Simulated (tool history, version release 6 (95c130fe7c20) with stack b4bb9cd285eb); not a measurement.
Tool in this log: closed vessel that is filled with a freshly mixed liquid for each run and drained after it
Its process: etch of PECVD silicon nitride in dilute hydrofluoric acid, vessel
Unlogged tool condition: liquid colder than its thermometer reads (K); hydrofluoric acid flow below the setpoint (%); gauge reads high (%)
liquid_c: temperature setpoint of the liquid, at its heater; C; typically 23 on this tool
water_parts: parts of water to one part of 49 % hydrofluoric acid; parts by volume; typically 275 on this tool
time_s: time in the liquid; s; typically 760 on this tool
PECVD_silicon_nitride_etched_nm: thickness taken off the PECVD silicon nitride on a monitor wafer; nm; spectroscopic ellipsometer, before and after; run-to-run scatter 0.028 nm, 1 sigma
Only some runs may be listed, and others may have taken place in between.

run    hour  liquid_c  water_parts  time_s  wafers since the last listed run  hours since the thermometer was replaced  hours since the hydrofluoric acid flow meter was replaced  hours since the gauge calibration  read-back film thickness of the PECVD silicon nitride reference wafer, read on the same gauge (nm)  PECVD_silicon_nitride_etched_nm
  1       0        23          275     950                                 0                                     790.3                                                        286                               2511                                                                                              30.027                            4.619
  2    64.1        23          275     950                              2580                                     854.4                                                      350.1                             2575.1                                                                                              30.021                            4.628
       75.4  -- hydrofluoric acid flow meter replaced, repeated, since the last time left the tool worse
  3    99.1        23          275     760                              1368                                     889.4                                                       23.7                             2610.1                                                                                              30.012                            4.168
  4   144.6        23          275     760                              1831                                     934.9                                                       69.2                             2655.6                                                                                              29.978                             4.19
  5   188.7        23          235     760                              1775                                       979                                                      113.3                             2699.7                                                                                              29.977                            4.862
  6   215.5        23          275     465                              1078                                    1005.8                                                      140.1                             2726.5                                                                                              29.987                            2.589
  7   240.2        23          275     465                               994                                    1030.5                                                      164.8                             2751.2                                                                                              30.004                            2.557
  8   292.8        23          275     465                              2117                                    1083.1                                                      217.4                             2803.8                                                                                              30.024                            2.565
  9   341.7        23          275     760                              1968                                      1132                                                      266.3                             2852.7                                                                                              29.941                            4.107
 10   368.1        23          365     760                              1062                                    1158.4                                                      292.7                             2879.1                                                                                              30.007                            3.129
 11   414.2        23          275     760                              1855                                    1204.5                                                      338.8                             2925.2                                                                                              29.991                             4.11
 12   479.9        19          275     760                              2644                                    1270.2                                                      404.5                             2990.9                                                                                              29.971                            3.226
 13   598.1        23          275     600                              4758                                    1388.4                                                      522.7                             3109.1                                                                                              29.999                            3.272
      613.8  -- gauge calibrated
 14   623.3        25          315    1200                              1014                                    1413.6                                                      547.9                                9.5                                                                                              30.002                            6.409
 15   671.9        23          400    1065                              1956                                    1462.2                                                      596.5                               58.1                                                                                              30.004                            3.984
 16   732.7        23          175     625                              2447                                      1523                                                      657.3                              118.9                                                                                              29.978                            5.153
 17   768.1      18.5          275     760                              1424                                    1558.4                                                      692.7                              154.3                                                                                              29.955                            3.071
      774.3  -- thermometer replaced
 18   794.3        26          225     410                              1014                                        20                                                      718.9                              180.5                                                                                              29.992                            3.173
 19   848.5        23          275     760                              2181                                      74.2                                                      773.1                              234.7                                                                                              30.007                             4.08
 20   885.4        25          190     945                              1485                                     111.1                                                        810                              271.6                                                                                                  30                            8.319
 21   952.2        19          275    1110                              2688                                     177.9                                                      876.8                              338.4                                                                                              29.985                            4.601
 22    1148        23          275    1100                              7881                                     373.7                                                     1072.6                              534.2                                                                                              29.989                            5.819
 23  1199.3        23          275     760                              2065                                       425                                                     1123.9                              585.5                                                                                              29.966                             4.03
 24  1244.8        23          275     760                              1831                                     470.5                                                     1169.4                                631                                                                                               29.95                            4.003
 25  1287.8      26.5          275     760                              1730                                     513.5                                                     1212.4                                674                                                                                              30.015                            4.969
 26  1323.9      24.5          215    1065                              1453                                     549.6                                                     1248.5                              710.1                                                                                              30.023                            7.764
 27  1349.6        23          275     760                              1034                                     575.3                                                     1274.2                              735.8                                                                                              29.991                             3.92
 28    1493        23          205     570                              5772                                     718.7                                                     1417.6                              879.2                                                                                              30.034                            3.943
     1527.5  -- hydrofluoric acid flow meter replaced
 29  1564.3        27          415     380                              2829                                       790                                                       36.8                              950.5                                                                                              30.059                            1.797
 30  1610.8        19          335     475                              1871                                     836.5                                                       83.3                                997                                                                                              29.992                            1.696
 31  1671.9        23          215     760                              2459                                     897.6                                                      144.4                             1058.1                                                                                              29.995                            5.351
 32    1701        28          275     375                              1171                                     926.7                                                      173.5                             1087.2                                                                                              29.982                            2.778
 33  1766.4        18          275     760                              2632                                     992.1                                                      238.9                             1152.6                                                                                              29.998                            3.038

Branching from run 33: 3 alternative next runs. What would each branch give?
  A  1767.3      25.5          275     760                                36                                       993                                                      239.8                             1153.5                                                                                                   ?                                ?
  B  1767.3        27          405     460                                36                                       993                                                      239.8                             1153.5                                                                                                   ?                                ?
  C  1767.3        19          330     510                                36                                       993                                                      239.8                             1153.5                                                                                                   ?                                ?

run  read-back film thickness of the PECVD silicon nitride reference wafer, read on the same gauge (nm)  PECVD_silicon_nitride_etched_nm
  A                                                                                              30.018                            4.853
  B                                                                                              30.018                            2.174
  C                                                                                              30.018                             1.82
Stripped of hidden state, with their random variation kept, the same runs would have yielded:
run  PECVD_silicon_nitride_etched_nm
  A                            4.913
  B                            2.201
  C                            1.842
